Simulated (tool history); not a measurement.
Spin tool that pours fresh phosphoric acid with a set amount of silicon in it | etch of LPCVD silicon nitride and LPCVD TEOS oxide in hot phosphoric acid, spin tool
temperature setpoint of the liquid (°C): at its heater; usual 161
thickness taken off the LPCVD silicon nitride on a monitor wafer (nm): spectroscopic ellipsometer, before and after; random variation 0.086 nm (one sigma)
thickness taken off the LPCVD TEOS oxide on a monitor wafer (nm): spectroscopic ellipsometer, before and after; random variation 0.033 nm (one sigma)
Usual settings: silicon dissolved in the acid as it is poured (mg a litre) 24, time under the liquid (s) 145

run   hour  temperature setpoint of the liquid (°C)  silicon dissolved in the acid as it is poured (mg a litre)  time under the liquid (s)  read-back film thickness of the LPCVD silicon nitride reference wafer, read on the same gauge (nm)  read-back film thickness of the LPCVD TEOS oxide reference wafer, read on the same gauge (nm)  thickness taken off the LPCVD silicon nitride on a monitor wafer (nm)  thickness taken off the LPCVD TEOS oxide on a monitor wafer (nm)
  1      0                                      161                                                        13.5                        145                                                                                              130.04                                                                                         100.02                                                                  11.17                                                              0.42
  2     32                                    163.5                                                          24                        195                                                                                              129.96                                                                                         100.02                                                                  16.41                                                             0.553
  3   51.3                                      161                                                        42.5                        145                                                                                              130.01                                                                                         99.992                                                                  11.15                                                             0.117
  4   82.2                                      164                                                          17                        190                                                                                              129.99                                                                                         99.984                                                                  16.19                                                             0.624
  5    107                                      158                                                          24                        195                                                                                              130.01                                                                                         99.997                                                                  13.25                                                             0.327
  6  191.6                                      159                                                          24                        145                                                                                              129.99                                                                                        100.014                                                                  10.25                                                             0.275
  7  219.9                                    163.5                                                          34                         95                                                                                              130.02                                                                                         99.987                                                                   7.81                                                              0.18
     234.4  -- heated supply line repaired
  8  275.8                                      161                                                          24                        145                                                                                              129.95                                                                                        100.005                                                                  12.41                                                             0.383
  9  306.5                                    158.5                                                          24                         90                                                                                              129.97                                                                                         99.999                                                                   6.98                                                             0.208
     328.5  -- gauge calibrated
 10  357.3                                      161                                                          24                        145                                                                                              130.01                                                                                        100.015                                                                  12.44                                                             0.394
 11  373.8                                    158.5                                                        41.5                        170                                                                                              130.02                                                                                            100                                                                  13.11                                                             0.152
 12  400.6                                    158.5                                                          29                        145                                                                                              129.99                                                                                         99.983                                                                  11.18                                                             0.292
 13  412.7                                      161                                                          24                        145                                                                                              129.99                                                                                         99.981                                                                  12.33                                                             0.411
 14  432.2                                      161                                                          10                         85                                                                                              129.97                                                                                        100.018                                                                   7.16                                                             0.329
 15  455.2                                    163.5                                                          13                        115                                                                                              130.02                                                                                        100.003                                                                   10.6                                                              0.48
 16    473                                      161                                                          24                        145                                                                                              130.01                                                                                        100.027                                                                  12.08                                                             0.358
 17    506                                      161                                                          24                         60                                                                                              129.99                                                                                        100.006                                                                   5.04                                                             0.142
 18  532.3                                      164                                                           6                        180                                                                                              129.99                                                                                        100.003                                                                   16.8                                                             0.909
 19  555.5                                      161                                                          24                        145                                                                                              130.01                                                                                        100.002                                                                   12.2                                                             0.386
 20  572.7                                      161                                                        35.5                        145                                                                                                 130                                                                                        100.004                                                                  11.99                                                              0.23
 21  591.1                                      161                                                          24                        145                                                                                              130.01                                                                                        100.008                                                                   12.1                                                             0.298

5 ways to go on from here, each from the tool as it stands after run 21. What would each give?
  A  591.6                                      161                                                          24                        145                                                                                                   ?                                                                                              ?                                                                      ?                                                                 ?
  B  591.6                                      161                                                        38.5                        170                                                                                                   ?                                                                                              ?                                                                      ?                                                                 ?
  C  591.6                                      161                                                          14                        205                                                                                                   ?                                                                                              ?                                                                      ?                                                                 ?
  D  591.6                                      163                                                          29                        220                                                                                                   ?                                                                                              ?                                                                      ?                                                                 ?
  E  591.6                                      160                                                          24                        145                                                                                                   ?                                                                                              ?                                                                      ?                                                                 ?

run  read-back film thickness of the LPCVD silicon nitride reference wafer, read on the same gauge (nm)  read-back film thickness of the LPCVD TEOS oxide reference wafer, read on the same gauge (nm)  thickness taken off the LPCVD silicon nitride on a monitor wafer (nm)  thickness taken off the LPCVD TEOS oxide on a monitor wafer (nm)
  A                                                                                              130.02                                                                                         99.973                                                                  11.91                                                             0.377
  B                                                                                              130.02                                                                                         99.973                                                                  13.97                                                             0.235
  C                                                                                              130.02                                                                                         99.973                                                                  16.84                                                             0.704
  D                                                                                              130.02                                                                                         99.973                                                                  19.33                                                             0.556
  E                                                                                              130.02                                                                                         99.973                                                                  11.52                                                              0.35
Without the tool's hidden state the same runs would have given:
run  thickness taken off the LPCVD silicon nitride on a monitor wafer (nm)  thickness taken off the LPCVD TEOS oxide on a monitor wafer (nm)
  A                                                                  12.68                                                             0.432
  B                                                                  14.86                                                              0.27
  C                                                                  17.92                                                             0.808
  D                                                                  20.56                                                             0.637
  E                                                                  12.26                                                             0.401

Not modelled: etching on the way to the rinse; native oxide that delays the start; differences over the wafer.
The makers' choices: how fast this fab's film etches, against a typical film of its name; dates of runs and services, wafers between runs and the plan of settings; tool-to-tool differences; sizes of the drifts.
